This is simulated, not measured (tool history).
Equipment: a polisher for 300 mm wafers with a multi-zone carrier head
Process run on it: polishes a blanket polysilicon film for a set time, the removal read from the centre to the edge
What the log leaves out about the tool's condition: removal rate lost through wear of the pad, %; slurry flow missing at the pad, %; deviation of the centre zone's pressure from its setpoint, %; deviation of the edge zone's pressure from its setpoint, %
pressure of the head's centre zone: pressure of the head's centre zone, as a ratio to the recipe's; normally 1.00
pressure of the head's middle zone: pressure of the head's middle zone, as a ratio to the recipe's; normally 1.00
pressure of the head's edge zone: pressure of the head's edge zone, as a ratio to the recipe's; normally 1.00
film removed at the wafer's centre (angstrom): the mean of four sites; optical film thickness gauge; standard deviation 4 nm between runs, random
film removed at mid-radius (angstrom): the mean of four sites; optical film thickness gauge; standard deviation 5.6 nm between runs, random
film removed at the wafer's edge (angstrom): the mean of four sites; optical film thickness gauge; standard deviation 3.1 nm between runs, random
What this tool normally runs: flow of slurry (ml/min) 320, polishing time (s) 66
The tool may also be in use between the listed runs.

run   hour  flow of slurry (ml/min)  pressure of the head's centre zone  pressure of the head's middle zone  pressure of the head's edge zone  polishing time (s)  wafers since the last listed run  wafers polished on this pad  hours since the slurry nozzle was cleaned  hours since the centre zone pressure was calibrated  hours since the edge zone pressure was calibrated  hours since the carrier head's membrane was replaced  incoming thickness of the incoming film, nm  film removed at the wafer's centre (angstrom)  film removed at mid-radius (angstrom)  film removed at the wafer's edge (angstrom)
  1    0.0                      285                                1.00                                1.10                              0.96                  66                                 0                          802                                       66.9                                                575.1                                              171.3                                                 499.7                                       2127.7                                           4314                                   4758                                         4207
  2   15.6                      275                                1.00                                1.00                              1.00                  66                                93                          896                                       82.5                                                590.7                                              186.9                                                 515.3                                       2101.4                                           4332                                   4285                                         4248
  3   29.7                      290                                1.00                                1.00                              1.00                  66                                84                          981                                       96.6                                                604.8                                              201.0                                                 529.4                                       2106.4                                           4286                                   4268                                         4311
      45.7  -- worn pad replaced by a new one
  4   61.6                      285                                1.11                                1.09                              1.00                  66                               167                           95                                      128.5                                                636.7                                              232.9                                                 561.3                                       2147.1                                           4553                                   4552                                         4328
  5   85.0                      320                                1.00                                1.08                              1.00                  66                               140                          236                                      151.9                                                660.1                                              256.3                                                 584.7                                       2147.0                                           4233                                   4473                                         4303
  6  110.1                      250                                1.00                                0.92                              1.00                  66                               151                          387                                      177.0                                                685.2                                              281.4                                                 609.8                                       2101.8                                           4164                                   3847                                         4226
  7  130.0                      320                                1.00                                1.09                              0.93                  75                               119                          507                                      196.9                                                705.1                                              301.3                                                 629.7                                       2158.8                                           4872                                   5135                                         4691
  8  149.7                      320                                1.00                                1.09                              0.93                  75                               118                          625                                      216.6                                                724.8                                              321.0                                                 649.4                                       2112.4                                           4886                                   5177                                         4712
     198.6  -- carrier head's membrane replaced by a new one
     249.7  -- edge zone pressure recalibrated
  9  250.2                      320                                0.88                                1.00                              0.95                  88                               562                         1188                                      317.1                                                825.3                                                0.5                                                  51.6                                       2161.3                                           5070                                   5632                                         5554
     260.7  -- centre zone pressure recalibrated
     269.6  -- worn pad replaced by a new one
 10  270.1                      425                                1.00                                0.94                              0.91                  84                                83                            3                                      337.0                                                  9.4                                               20.4                                                  71.5                                       2104.4                                           5550                                   5265                                         5218
 11  299.8                      320                                1.00                                1.00                              1.00                  66                               178                          182                                      366.7                                                 39.1                                               50.1                                                 101.2                                       2137.3                                           4255                                   4159                                         4260
 12  323.0                      320                                1.00                                1.00                              0.92                  66                               139                          321                                      389.9                                                 62.3                                               73.3                                                 124.4                                       2107.0                                           4168                                   4176                                         4122
 13  347.8                      320                                1.00                                1.00                              1.00                  66                               149                          471                                      414.7                                                 87.1                                               98.1                                                 149.2                                       2130.8                                           4200                                   4193                                         4250
 14  370.2                      320                                1.00                                1.09                              0.93                  75                               134                          605                                      437.1                                                109.5                                              120.5                                                 171.6                                       2131.7                                           4752                                   5112                                         4672
 15  391.0                      320                                1.00                                1.00                              1.00                  66                               125                          731                                      457.9                                                130.3                                              141.3                                                 192.4                                       2111.2                                           4207                                   4190                                         4238
 16  410.8                      400                                1.00                                1.00                              1.00                  66                               119                          850                                      477.7                                                150.1                                              161.1                                                 212.2                                       2129.6                                           4288                                   4320                                         4313
 17  423.8                      320                                1.12                                1.10                              1.11                  66                                78                          928                                      490.7                                                163.1                                              174.1                                                 225.2                                       2135.7                                           4504                                   4526                                         4439
 18  450.2                      320                                1.00                                0.89                              0.93                  66                               158                         1087                                      517.1                                                189.5                                              200.5                                                 251.6                                       2139.5                                           4143                                   3724                                         4102
 19  468.7                      220                                1.00                                1.07                              1.00                  66                               111                         1198                                      535.6                                                208.0                                              219.0                                                 270.1                                       2091.9                                           3975                                   4176                                         4078
     488.7  -- worn pad replaced by a new one
 20  514.4                      320                                0.97                                1.00                              1.00                  66                               251                          154                                      581.3                                                253.7                                              264.7                                                 315.8                                       2137.6                                           4061                                   4142                                         4201
 21  538.5                      320                                1.00                                1.00                              1.04                  45                               145                          299                                      605.4                                                277.8                                              288.8                                                 339.9                                       2158.9                                           2842                                   2844                                         2957

Branching from run 21: 5 alternative next runs. What would each branch give?
  A  539.0                      320                                1.00                                1.00                              1.00                  66                                 3                          302                                      605.9                                                278.3                                              289.3                                                 340.4                                       2153.2                                              ?                                      ?                                            ?
  B  539.0                      320                                1.00                                1.00                              1.08                  66                                 3                          302                                      605.9                                                278.3                                              289.3                                                 340.4                                       2153.2                                              ?                                      ?                                            ?
  C  539.0                      320                                1.11                                1.00                              1.00                  57                                 3                          302                                      605.9                                                278.3                                              289.3                                                 340.4                                       2153.2                                              ?                                      ?                                            ?
  D  539.0                      320                                0.92                                1.00                              1.08                  66                                 3                          302                                      605.9                                                278.3                                              289.3                                                 340.4                                       2153.2                                              ?                                      ?                                            ?
  E  539.0                      390                                1.00                                1.00                              0.88                  66                                 3                          302                                      605.9                                                278.3                                              289.3                                                 340.4                                       2153.2                                              ?                                      ?                                            ?

run  film removed at the wafer's centre (angstrom)  film removed at mid-radius (angstrom)  film removed at the wafer's edge (angstrom)
  A                                           4182                                   4104                                         4265
  B                                           4182                                   4103                                         4430
  C                                           3882                                   3543                                         3684
  D                                           3954                                   4105                                         4430
  E                                           4280                                   4190                                         4080
Had the tool no hidden state, the same runs would have come out as:
run  film removed at the wafer's centre (angstrom)  film removed at mid-radius (angstrom)  film removed at the wafer's edge (angstrom)
  A                                           4390                                   4287                                         4408
  B                                           4390                                   4286                                         4578
  C                                           4076                                   3701                                         3807
  D                                           4151                                   4288                                         4578
  E                                           4459                                   4348                                         4197

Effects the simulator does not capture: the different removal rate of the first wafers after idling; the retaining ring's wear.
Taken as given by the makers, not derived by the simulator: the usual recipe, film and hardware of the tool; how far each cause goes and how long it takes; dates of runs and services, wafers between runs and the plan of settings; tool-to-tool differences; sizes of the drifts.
